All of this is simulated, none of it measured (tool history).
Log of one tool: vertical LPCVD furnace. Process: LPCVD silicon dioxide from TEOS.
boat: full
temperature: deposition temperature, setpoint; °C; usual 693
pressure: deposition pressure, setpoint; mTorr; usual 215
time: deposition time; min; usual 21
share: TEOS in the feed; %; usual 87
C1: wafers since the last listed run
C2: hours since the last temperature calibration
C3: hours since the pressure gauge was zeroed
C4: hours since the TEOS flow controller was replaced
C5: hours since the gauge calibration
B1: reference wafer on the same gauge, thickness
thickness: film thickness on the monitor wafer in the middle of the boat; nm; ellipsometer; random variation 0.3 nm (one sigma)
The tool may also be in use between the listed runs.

run 1 hour=0 | temperature=693 pressure=215 time=21 share=87 | C1=0 C2=1599.2 C3=3256.6 C4=5042.6 C5=366.1 | B1=104.12 | thickness=125.74
run 2 hour=30 | temperature=693 pressure=215 time=21 share=87 | C1=334 C2=1629.2 C3=3286.6 C4=5072.6 C5=396.1 | B1=103.99 | thickness=125.76
run 3 hour=63.9 | temperature=689 pressure=215 time=21 share=77 | C1=377 C2=1663.1 C3=3320.5 C4=5106.5 C5=430 | B1=104.02 | thickness=107.59
run 4 hour=91.8 | temperature=693 pressure=215 time=21 share=87 | C1=310 C2=1691 C3=3348.4 C4=5134.4 C5=457.9 | B1=104 | thickness=125.9
run 5 hour=120.7 | temperature=693 pressure=215 time=21 share=87 | C1=321 C2=1719.9 C3=3377.3 C4=5163.3 C5=486.8 | B1=104 | thickness=125.95
run 6 hour=150.6 | temperature=693 pressure=215 time=21 share=87 | C1=332 C2=1749.8 C3=3407.2 C4=5193.2 C5=516.7 | B1=103.89 | thickness=125.83
run 7 hour=188 | temperature=693 pressure=215 time=21 share=87 | C1=416 C2=1787.2 C3=3444.6 C4=5230.6 C5=554.1 | B1=104.04 | thickness=126.01
run 8 hour=248.9 | temperature=693 pressure=215 time=21 share=87 | C1=678 C2=1848.1 C3=3505.5 C4=5291.5 C5=615 | B1=104.12 | thickness=125.82
-- hour=295.7 TEOS flow controller replaced
run 9 hour=296.2 | temperature=693 pressure=215 time=21 share=87 | C1=259 C2=1895.4 C3=3552.8 C4=0.5 C5=662.3 | B1=104.01 | thickness=125.91
run 10 hour=353.9 | temperature=693 pressure=215 time=23.5 share=87 | C1=642 C2=1953.1 C3=3610.5 C4=58.2 C5=720 | B1=104.12 | thickness=141.66
run 11 hour=389.9 | temperature=693 pressure=215 time=21 share=87 | C1=400 C2=1989.1 C3=3646.5 C4=94.2 C5=756 | B1=103.99 | thickness=126.05
run 12 hour=455.3 | temperature=693 pressure=215 time=21 share=87 | C1=728 C2=2054.5 C3=3711.9 C4=159.6 C5=821.4 | B1=104.04 | thickness=126.54
-- hour=513.6 thermocouples replaced and temperature profile calibrated
run 13 hour=518.9 | temperature=693 pressure=215 time=18 share=87 | C1=440 C2=5.3 C3=3775.5 C4=223.2 C5=885 | B1=104.01 | thickness=110.54
run 14 hour=587 | temperature=693 pressure=190 time=27.5 share=87 | C1=758 C2=73.4 C3=3843.6 C4=291.3 C5=953.1 | B1=104.01 | thickness=157.93
run 15 hour=643.6 | temperature=693 pressure=215 time=21 share=87 | C1=630 C2=130 C3=3900.2 C4=347.9 C5=1009.7 | B1=104.06 | thickness=128.33
run 16 hour=695.1 | temperature=693 pressure=240 time=18.5 share=79 | C1=573 C2=181.5 C3=3951.7 C4=399.4 C5=1061.2 | B1=104.01 | thickness=113.96
run 17 hour=751.2 | temperature=693 pressure=215 time=21 share=87 | C1=624 C2=237.6 C3=4007.8 C4=455.5 C5=1117.3 | B1=104.14 | thickness=128.06
run 18 hour=776.3 | temperature=693 pressure=215 time=21 share=87 | C1=279 C2=262.7 C3=4032.9 C4=480.6 C5=1142.4 | B1=104.02 | thickness=128.19
run 19 hour=846.5 | temperature=704 pressure=215 time=17 share=87 | C1=781 C2=332.9 C3=4103.1 C4=550.8 C5=1212.6 | B1=104.09 | thickness=134.35
-- hour=866 gauge calibrated
-- hour=882.3 thermocouples replaced and temperature profile calibrated, repeated, since the last time left the tool worse
run 20 hour=977.7 | temperature=693 pressure=215 time=21 share=87 | C1=1193 C2=95.4 C3=4234.3 C4=682 C5=111.7 | B1=104.02 | thickness=123.64
-- hour=1008.1 pressure gauge zeroed
run 21 hour=1019.1 | temperature=684 pressure=215 time=21 share=97 | C1=193 C2=136.8 C3=11 C4=723.4 C5=153.1 | B1=104.02 | thickness=105.46
run 22 hour=1050.8 | temperature=685 pressure=215 time=21 share=87 | C1=352 C2=168.5 C3=42.7 C4=755.1 C5=184.8 | B1=103.93 | thickness=102.48
run 23 hour=1095.9 | temperature=689 pressure=215 time=18 share=97 | C1=502 C2=213.6 C3=87.8 C4=800.2 C5=229.9 | B1=103.88 | thickness=101.92
run 24 hour=1128.4 | temperature=687 pressure=175 time=23.5 share=97 | C1=361 C2=246.1 C3=120.3 C4=832.7 C5=262.4 | B1=104.06 | thickness=114.87
run 25 hour=1177.9 | temperature=700 pressure=240 time=17 share=76 | C1=551 C2=295.6 C3=169.8 C4=882.2 C5=311.9 | B1=103.98 | thickness=116.55
run 26 hour=1214 | temperature=687 pressure=235 time=16.5 share=95 | C1=401 C2=331.7 C3=205.9 C4=918.3 C5=348 | B1=104.03 | thickness=92.33
run 27 hour=1279.6 | temperature=693 pressure=215 time=21 share=75 | C1=730 C2=397.3 C3=271.5 C4=983.9 C5=413.6 | B1=103.99 | thickness=115.25
run 28 hour=1339.1 | temperature=693 pressure=215 time=21 share=87 | C1=662 C2=456.8 C3=331 C4=1043.4 C5=473.1 | B1=104.02 | thickness=123.89
run 29 hour=1407.6 | temperature=693 pressure=215 time=21 share=87 | C1=762 C2=525.3 C3=399.5 C4=1111.9 C5=541.6 | B1=104.06 | thickness=124.54
run 30 hour=1433.1 | temperature=693 pressure=215 time=21 share=87 | C1=283 C2=550.8 C3=425 C4=1137.4 C5=567.1 | B1=104.03 | thickness=124.41

Measured less the same run without the tool's hidden state. The same run-to-run variation is in both; the gauge's scatter may not be:
The hidden state here: true tube temperature minus thermocouple reading, K; true pressure minus gauge reading, mTorr; deviation of the TEOS flow from its setpoint, %; gauge reads high (%).
run=1 thickness=+2.18
run=2 thickness=+2.21
run=3 thickness=+1.94
run=4 thickness=+2.29
run=5 thickness=+2.33
run=6 thickness=+2.36
run=7 thickness=+2.4
run=8 thickness=+2.48
run=9 thickness=+2.53
run=10 thickness=+2.93
run=11 thickness=+2.65
run=12 thickness=+2.74
run=13 thickness=+3.89
run=14 thickness=+5.66
run=15 thickness=+4.67
run=16 thickness=+4.2
run=17 thickness=+4.78
run=18 thickness=+4.82
run=19 thickness=+5.02
run=20 thickness=+0.16
run=21 thickness=+0.18
run=22 thickness=+0.21
run=23 thickness=+0.25
run=24 thickness=+0.32
run=25 thickness=+0.37
run=26 thickness=+0.33
run=27 thickness=+0.48
run=28 thickness=+0.59
run=29 thickness=+0.67
run=30 thickness=+0.71

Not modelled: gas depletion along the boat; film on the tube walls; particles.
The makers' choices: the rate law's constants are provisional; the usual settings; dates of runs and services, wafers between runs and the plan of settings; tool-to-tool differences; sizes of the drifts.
